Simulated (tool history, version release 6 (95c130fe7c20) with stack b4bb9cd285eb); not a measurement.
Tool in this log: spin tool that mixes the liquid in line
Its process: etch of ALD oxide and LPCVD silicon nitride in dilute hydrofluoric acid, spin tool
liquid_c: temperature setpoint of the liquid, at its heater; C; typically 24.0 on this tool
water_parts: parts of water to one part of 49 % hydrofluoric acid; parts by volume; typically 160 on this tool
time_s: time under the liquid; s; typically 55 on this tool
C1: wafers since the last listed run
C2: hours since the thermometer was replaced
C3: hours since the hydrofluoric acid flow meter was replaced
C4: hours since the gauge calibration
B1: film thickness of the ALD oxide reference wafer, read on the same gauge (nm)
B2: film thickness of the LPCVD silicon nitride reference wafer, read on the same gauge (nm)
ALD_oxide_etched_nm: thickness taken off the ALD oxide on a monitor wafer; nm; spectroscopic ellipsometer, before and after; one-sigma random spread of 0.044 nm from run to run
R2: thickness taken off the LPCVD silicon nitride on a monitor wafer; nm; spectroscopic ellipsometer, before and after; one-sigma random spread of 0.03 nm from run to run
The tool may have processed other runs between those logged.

run 1 day=0.000 | liquid_c=24.0 water_parts=180 time_s=75 | C1=0 C2=994.1 C3=1844.8 C4=543.0 | B1=150.007 B2=119.988 | ALD_oxide_etched_nm=6.236 R2=0.192
-- day=0.058 thermometer replaced
run 2 day=0.829 | liquid_c=24.0 water_parts=160 time_s=55 | C1=144 C2=18.5 C3=1864.7 C4=562.9 | B1=149.985 B2=120.017 | ALD_oxide_etched_nm=4.865 R2=0.172
run 3 day=1.433 | liquid_c=24.0 water_parts=160 time_s=55 | C1=111 C2=33.0 C3=1879.2 C4=577.4 | B1=149.993 B2=120.006 | ALD_oxide_etched_nm=4.928 R2=0.101
run 4 day=2.471 | liquid_c=24.0 water_parts=160 time_s=55 | C1=190 C2=57.9 C3=1904.1 C4=602.3 | B1=150.004 B2=120.023 | ALD_oxide_etched_nm=4.866 R2=0.151
run 5 day=3.346 | liquid_c=24.0 water_parts=160 time_s=55 | C1=161 C2=78.9 C3=1925.1 C4=623.3 | B1=149.998 B2=120.010 | ALD_oxide_etched_nm=4.908 R2=0.156
run 6 day=4.096 | liquid_c=21.5 water_parts=95 time_s=55 | C1=138 C2=96.9 C3=1943.1 C4=641.3 | B1=149.995 B2=120.001 | ALD_oxide_etched_nm=8.034 R2=0.165
run 7 day=4.758 | liquid_c=24.0 water_parts=160 time_s=55 | C1=121 C2=112.8 C3=1959.0 C4=657.2 | B1=150.024 B2=119.985 | ALD_oxide_etched_nm=4.913 R2=0.174
-- day=5.271 gauge calibrated
run 8 day=5.367 | liquid_c=28.5 water_parts=120 time_s=40 | C1=111 C2=127.4 C3=1973.6 C4=2.3 | B1=150.067 B2=119.976 | ALD_oxide_etched_nm=5.938 R2=0.217
-- day=6.400 hydrofluoric acid flow meter replaced
run 9 day=6.771 | liquid_c=24.0 water_parts=160 time_s=70 | C1=250 C2=161.1 C3=8.9 C4=36.0 | B1=149.997 B2=120.006 | ALD_oxide_etched_nm=6.351 R2=0.152
run 10 day=8.029 | liquid_c=24.0 water_parts=130 time_s=55 | C1=231 C2=191.3 C3=39.1 C4=66.2 | B1=149.950 B2=120.007 | ALD_oxide_etched_nm=6.346 R2=0.217
run 11 day=8.712 | liquid_c=24.0 water_parts=195 time_s=55 | C1=125 C2=207.7 C3=55.5 C4=82.6 | B1=150.005 B2=119.995 | ALD_oxide_etched_nm=3.926 R2=0.163
run 12 day=9.450 | liquid_c=28.5 water_parts=115 time_s=90 | C1=135 C2=225.4 C3=73.2 C4=100.3 | B1=150.028 B2=120.007 | ALD_oxide_etched_nm=14.064 R2=0.704
run 13 day=10.200 | liquid_c=21.5 water_parts=95 time_s=55 | C1=138 C2=243.4 C3=91.2 C4=118.3 | B1=149.934 B2=119.968 | ALD_oxide_etched_nm=8.255 R2=0.278
run 14 day=11.392 | liquid_c=24.0 water_parts=160 time_s=55 | C1=219 C2=272.0 C3=119.8 C4=146.9 | B1=149.987 B2=120.012 | ALD_oxide_etched_nm=4.926 R2=0.120
run 15 day=12.183 | liquid_c=28.5 water_parts=160 time_s=55 | C1=145 C2=291.0 C3=138.8 C4=165.9 | B1=150.024 B2=119.993 | ALD_oxide_etched_nm=5.842 R2=0.258
run 16 day=13.142 | liquid_c=24.0 water_parts=160 time_s=55 | C1=176 C2=314.0 C3=161.8 C4=188.9 | B1=149.999 B2=119.964 | ALD_oxide_etched_nm=5.016 R2=0.136
run 17 day=14.033 | liquid_c=24.0 water_parts=160 time_s=55 | C1=164 C2=335.4 C3=183.2 C4=210.3 | B1=150.019 B2=119.978 | ALD_oxide_etched_nm=5.018 R2=0.180
run 18 day=15.042 | liquid_c=24.0 water_parts=160 time_s=55 | C1=185 C2=359.6 C3=207.4 C4=234.5 | B1=150.020 B2=120.000 | ALD_oxide_etched_nm=5.025 R2=0.176
run 19 day=15.692 | liquid_c=24.0 water_parts=160 time_s=35 | C1=119 C2=375.2 C3=223.0 C4=250.1 | B1=150.011 B2=120.003 | ALD_oxide_etched_nm=3.158 R2=0.098
run 20 day=16.488 | liquid_c=24.0 water_parts=100 time_s=40 | C1=146 C2=394.3 C3=242.1 C4=269.2 | B1=149.989 B2=120.000 | ALD_oxide_etched_nm=6.390 R2=0.153
run 21 day=17.288 | liquid_c=24.0 water_parts=120 time_s=55 | C1=147 C2=413.5 C3=261.3 C4=288.4 | B1=150.021 B2=119.982 | ALD_oxide_etched_nm=7.092 R2=0.205
run 22 day=17.938 | liquid_c=24.0 water_parts=160 time_s=55 | C1=119 C2=429.1 C3=276.9 C4=304.0 | B1=150.019 B2=119.964 | ALD_oxide_etched_nm=5.120 R2=0.226
run 23 day=18.462 | liquid_c=22.0 water_parts=225 time_s=80 | C1=96 C2=441.7 C3=289.5 C4=316.6 | B1=150.015 B2=119.985 | ALD_oxide_etched_nm=4.541 R2=0.124
run 24 day=18.992 | liquid_c=27.0 water_parts=115 time_s=30 | C1=97 C2=454.4 C3=302.2 C4=329.3 | B1=149.967 B2=119.963 | ALD_oxide_etched_nm=4.590 R2=0.094
run 25 day=19.512 | liquid_c=24.0 water_parts=160 time_s=85 | C1=95 C2=466.9 C3=314.7 C4=341.8 | B1=150.016 B2=120.014 | ALD_oxide_etched_nm=7.842 R2=0.300

For some of the steps in ALD_oxide_etched_nm from one run to the next: how much would appear even if the tool had no hidden state, given the settings, what came in and random variation, and how much remains for the hidden state plus any gauge scatter that the measured result and the result without hidden state don't share?
Unlogged tool condition in this case: liquid hotter than its thermometer reads (K); hydrofluoric acid flow above the setpoint (%); gauge reads high (%).
Run 1 -> 2: water_parts 180 -> 160, time_s 75 -> 55, thermometer replaced. ALD_oxide_etched_nm -1.371 nm: hidden state -0.548, all else -0.823.
Run 11 -> 12: liquid_c 24.0 -> 28.5, water_parts 195 -> 115, time_s 55 -> 90. ALD_oxide_etched_nm +10.138 nm: hidden state +0.276, all else +9.862.
Run 12 -> 13: liquid_c 28.5 -> 21.5, water_parts 115 -> 95, time_s 90 -> 55. ALD_oxide_etched_nm -5.809 nm: hidden state -0.121, all else -5.688.
